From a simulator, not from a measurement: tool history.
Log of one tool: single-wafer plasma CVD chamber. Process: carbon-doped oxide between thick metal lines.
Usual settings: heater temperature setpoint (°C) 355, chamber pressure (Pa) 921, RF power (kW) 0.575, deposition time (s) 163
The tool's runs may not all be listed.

run,day,heater temperature setpoint (°C),chamber pressure (Pa),RF power (kW),deposition time (s),wafers since the last listed run,hours since the last thermocouple change,hours since the last RF generator calibration,hours since the last manometer calibration,hours since the showerhead was replaced,hours since the gauge calibration,"read-back reference wafer on the same gauge, thickness_nm",mean film thickness on the monitor wafer (nm)
1,0,355,921,0.575,163,0,1470.1,995.1,1902.2,2216,29.4,707.117,783.658
2,0.658,351,921,0.575,180,89,1485.9,1010.9,1918,2231.8,45.2,707.062,875.084
3,1.071,355,921,0.575,163,55,1495.8,1020.8,1927.9,2241.7,55.1,707.15,786.132
# day 1.583: thermocouple changed; heater temperature recalibrated
4,1.612,355,921,0.575,163,28,0.7,1033.8,1940.9,2254.7,68.1,706.845,785.948
# day 2.829: RF generator calibrated
# day 3.438: showerhead replaced, of another model than before
5,3.458,355,921,0.575,163,159,45,15.1,1985.2,0.5,112.4,707.094,813.36
6,4.088,355,921,0.575,163,85,60.1,30.2,2000.3,15.6,127.5,706.971,813.221
7,4.829,355,921,0.575,163,100,77.9,48,2018.1,33.4,145.3,707.073,810.926
8,5.108,355,921,0.575,163,37,84.6,54.7,2024.8,40.1,152,707.008,809.181
9,5.592,359,921,0.5,163,65,96.2,66.3,2036.4,51.7,163.6,706.951,768.17
10,6.317,355,921,0.575,163,98,113.6,83.7,2053.8,69.1,181,707.135,810.916
11,6.758,355,921,0.575,163,59,124.2,94.3,2064.4,79.7,191.6,707.044,808.78
12,7.042,355,921,0.575,150,38,131,101.1,2071.2,86.5,198.4,706.937,744.217
13,7.908,361,1025,0.53,152,117,151.8,121.9,2092,107.3,219.2,706.842,726.346
14,8.308,355,1088,0.575,163,54,161.4,131.5,2101.6,116.9,228.8,707.049,809.553
15,8.583,368,921,0.645,163,37,168,138.1,2108.2,123.5,235.4,707.091,815.036
# day 9.425: capacitance manometer re-zeroed and calibrated
16,9.446,359,1007,0.49,134,71,188.7,158.8,0.5,144.2,256.1,707.132,626.014
17,9.871,355,921,0.575,163,57,198.9,169,10.7,154.4,266.3,707.145,808.5
# day 9.979: gauge calibrated
18,10.392,355,921,0.685,135,70,211.4,181.5,23.2,166.9,9.9,707.047,707.344
19,10.854,359,1024,0.67,193,62,222.5,192.6,34.3,178,21,706.8,992.89
20,11.142,355,921,0.575,163,38,229.4,199.5,41.2,184.9,27.9,706.966,802.983
21,11.654,347,1059,0.575,163,69,241.7,211.8,53.5,197.2,40.2,707.224,821.351
22,12.308,351,921,0.605,163,88,257.4,227.5,69.2,212.9,55.9,706.806,825.071
23,13.008,355,743,0.575,173,94,274.2,244.3,86,229.7,72.7,706.928,845.818
24,13.379,348,812,0.575,149,50,283.1,253.2,94.9,238.6,81.6,707.414,743.063
25,14.125,350,921,0.685,136,100,301,271.1,112.8,256.5,99.5,706.883,712.254
26,14.404,355,1104,0.46,134,37,307.7,277.8,119.5,263.2,106.2,707.061,621.484
27,14.738,355,1088,0.575,163,45,315.7,285.8,127.5,271.2,114.2,706.963,805.874
28,15.221,360,1012,0.68,163,65,327.3,297.4,139.1,282.8,125.8,706.998,839.594

Forecast each of these 4 alternatives for the next run:
A,15.238,366,921,0.575,163,2,327.7,297.8,139.5,283.2,126.2,?,?
B,15.238,350,863,0.675,163,2,327.7,297.8,139.5,283.2,126.2,?,?
C,15.238,362,736,0.47,154,2,327.7,297.8,139.5,283.2,126.2,?,?
D,15.238,365,921,0.575,151,2,327.7,297.8,139.5,283.2,126.2,?,?

run,"read-back reference wafer on the same gauge, thickness_nm",mean film thickness on the monitor wafer (nm)
A,707.058,784.273
B,707.058,851.5
C,707.058,696.034
D,707.058,728.136
Without the tool's hidden state the same runs would have given:
run,mean film thickness on the monitor wafer (nm)
A,798.447
B,866.89
C,709.02
D,741.296
